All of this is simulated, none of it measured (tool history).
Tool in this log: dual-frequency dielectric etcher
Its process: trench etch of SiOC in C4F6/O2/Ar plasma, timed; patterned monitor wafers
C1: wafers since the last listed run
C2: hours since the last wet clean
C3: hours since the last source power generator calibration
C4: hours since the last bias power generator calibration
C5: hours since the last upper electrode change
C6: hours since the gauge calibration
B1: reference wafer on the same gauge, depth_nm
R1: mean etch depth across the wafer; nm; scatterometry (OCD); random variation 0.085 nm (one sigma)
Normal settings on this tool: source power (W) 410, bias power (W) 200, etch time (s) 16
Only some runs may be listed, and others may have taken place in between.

run 1 hour=0 | source_power_(W)=390 bias_power_(W)=200 etch_time_(s)=16 | C1=0 C2=185.6 C3=2654.6 C4=3096.6 C5=1510.1 C6=60.3 | B1=41.59 | R1=36.84
run 2 hour=23.5 | source_power_(W)=390 bias_power_(W)=200 etch_time_(s)=16 | C1=298 C2=209.1 C3=2678.1 C4=3120.1 C5=1533.6 C6=83.8 | B1=41.6 | R1=36.63
run 3 hour=44 | source_power_(W)=410 bias_power_(W)=200 etch_time_(s)=16 | C1=260 C2=229.6 C3=2698.6 C4=3140.6 C5=1554.1 C6=104.3 | B1=41.6 | R1=37.6
run 4 hour=66.6 | source_power_(W)=410 bias_power_(W)=200 etch_time_(s)=16 | C1=287 C2=252.2 C3=2721.2 C4=3163.2 C5=1576.7 C6=126.9 | B1=41.58 | R1=37.5
run 5 hour=90.4 | source_power_(W)=410 bias_power_(W)=200 etch_time_(s)=16 | C1=302 C2=276 C3=2745 C4=3187 C5=1600.5 C6=150.7 | B1=41.56 | R1=37.46
run 6 hour=106.5 | source_power_(W)=410 bias_power_(W)=200 etch_time_(s)=16 | C1=204 C2=292.1 C3=2761.1 C4=3203.1 C5=1616.6 C6=166.8 | B1=41.57 | R1=37.53
run 7 hour=136.5 | source_power_(W)=410 bias_power_(W)=200 etch_time_(s)=16 | C1=381 C2=322.1 C3=2791.1 C4=3233.1 C5=1646.6 C6=196.8 | B1=41.63 | R1=37.48
run 8 hour=166.4 | source_power_(W)=410 bias_power_(W)=200 etch_time_(s)=18 | C1=379 C2=352 C3=2821 C4=3263 C5=1676.5 C6=226.7 | B1=41.58 | R1=42.02
run 9 hour=190 | source_power_(W)=410 bias_power_(W)=200 etch_time_(s)=18 | C1=299 C2=375.6 C3=2844.6 C4=3286.6 C5=1700.1 C6=250.3 | B1=41.58 | R1=42.03
-- hour=218.3 wet clean of the chamber
run 10 hour=224.7 | source_power_(W)=410 bias_power_(W)=200 etch_time_(s)=18 | C1=135 C2=6.4 C3=2879.3 C4=3321.3 C5=1734.8 C6=285 | B1=41.62 | R1=41.55
run 11 hour=254.9 | source_power_(W)=410 bias_power_(W)=200 etch_time_(s)=16 | C1=383 C2=36.6 C3=2909.5 C4=3351.5 C5=1765 C6=315.2 | B1=41.61 | R1=36.93
run 12 hour=267.2 | source_power_(W)=410 bias_power_(W)=200 etch_time_(s)=16 | C1=156 C2=48.9 C3=2921.8 C4=3363.8 C5=1777.3 C6=327.5 | B1=41.6 | R1=36.99
-- hour=298.6 upper electrode replaced
run 13 hour=299.1 | source_power_(W)=410 bias_power_(W)=200 etch_time_(s)=16 | C1=100 C2=80.8 C3=2953.7 C4=3395.7 C5=0.5 C6=359.4 | B1=41.6 | R1=37
-- hour=300.1 gauge calibrated
run 14 hour=308.9 | source_power_(W)=410 bias_power_(W)=200 etch_time_(s)=16 | C1=124 C2=90.6 C3=2963.5 C4=3405.5 C5=10.3 C6=8.8 | B1=41.59 | R1=37.06
run 15 hour=324.8 | source_power_(W)=380 bias_power_(W)=200 etch_time_(s)=16 | C1=201 C2=106.5 C3=2979.4 C4=3421.4 C5=26.2 C6=24.7 | B1=41.61 | R1=35.94
run 16 hour=341.4 | source_power_(W)=440 bias_power_(W)=200 etch_time_(s)=16 | C1=210 C2=123.1 C3=2996 C4=3438 C5=42.8 C6=41.3 | B1=41.64 | R1=37.83
-- hour=374.1 wet clean of the chamber, repeated, since the last time left the tool worse
run 17 hour=374.6 | source_power_(W)=410 bias_power_(W)=200 etch_time_(s)=16 | C1=116 C2=0.5 C3=3029.2 C4=3471.2 C5=76 C6=74.5 | B1=41.59 | R1=37.62
run 18 hour=378.9 | source_power_(W)=460 bias_power_(W)=232 etch_time_(s)=12 | C1=54 C2=4.8 C3=3033.5 C4=3475.5 C5=80.3 C6=78.8 | B1=41.62 | R1=31.6
-- hour=441.6 source power generator calibrated
run 19 hour=462.6 | source_power_(W)=410 bias_power_(W)=200 etch_time_(s)=20.5 | C1=1012 C2=88.5 C3=21 C4=3559.2 C5=164 C6=162.5 | B1=41.57 | R1=47.97
-- hour=518.3 bias power generator calibrated
run 20 hour=518.7 | source_power_(W)=340 bias_power_(W)=240 etch_time_(s)=19.5 | C1=661 C2=144.6 C3=77.1 C4=0.4 C5=220.1 C6=218.6 | B1=41.57 | R1=46.69
run 21 hour=537.8 | source_power_(W)=320 bias_power_(W)=214 etch_time_(s)=16 | C1=242 C2=163.7 C3=96.2 C4=19.5 C5=239.2 C6=237.7 | B1=41.61 | R1=35.45
run 22 hour=571.6 | source_power_(W)=380 bias_power_(W)=238 etch_time_(s)=14.5 | C1=429 C2=197.5 C3=130 C4=53.3 C5=273 C6=271.5 | B1=41.63 | R1=35.97
run 23 hour=588.6 | source_power_(W)=340 bias_power_(W)=240 etch_time_(s)=16 | C1=215 C2=214.5 C3=147 C4=70.3 C5=290 C6=288.5 | B1=41.6 | R1=38.08
run 24 hour=614 | source_power_(W)=410 bias_power_(W)=159 etch_time_(s)=16 | C1=322 C2=239.9 C3=172.4 C4=95.7 C5=315.4 C6=313.9 | B1=41.62 | R1=32.99
run 25 hour=649.7 | source_power_(W)=410 bias_power_(W)=200 etch_time_(s)=16 | C1=453 C2=275.6 C3=208.1 C4=131.4 C5=351.1 C6=349.6 | B1=41.62 | R1=37.32
run 26 hour=676.7 | source_power_(W)=410 bias_power_(W)=200 etch_time_(s)=14 | C1=342 C2=302.6 C3=235.1 C4=158.4 C5=378.1 C6=376.6 | B1=41.61 | R1=32.53
run 27 hour=701.4 | source_power_(W)=410 bias_power_(W)=232 etch_time_(s)=16 | C1=313 C2=327.3 C3=259.8 C4=183.1 C5=402.8 C6=401.3 | B1=41.6 | R1=40.14
-- hour=715.4 gauge calibrated
run 28 hour=718.8 | source_power_(W)=440 bias_power_(W)=200 etch_time_(s)=11.5 | C1=220 C2=344.7 C3=277.2 C4=200.5 C5=420.2 C6=3.4 | B1=41.58 | R1=27.5

State the hidden condition of the tool at each of the runs:
source power that arrives over what is set, %: 0, the same for each run
bias power that arrives over what is set, %: 0, the same for each run
gauge reads high (%): 0, the same for each run
H1: etch rate over this chamber's usual, %
run=1 H1=-0.251
run=2 H1=-0.302
run=3 H1=-0.347
run=4 H1=-0.396
run=5 H1=-0.448
run=6 H1=-0.483
run=7 H1=-0.548
run=8 H1=-0.613
run=9 H1=-0.664
run=10 H1=-1.54
run=11 H1=-1.61
run=12 H1=-1.63
run=13 H1=-1.7
run=14 H1=-1.72
run=15 H1=-1.76
run=16 H1=-1.79
run=17 H1=-0.0947
run=18 H1=-0.104
run=19 H1=-0.286
run=20 H1=-0.408
run=21 H1=-0.449
run=22 H1=-0.523
run=23 H1=-0.559
run=24 H1=-0.615
run=25 H1=-0.692
run=26 H1=-0.751
run=27 H1=-0.804
run=28 H1=-0.842
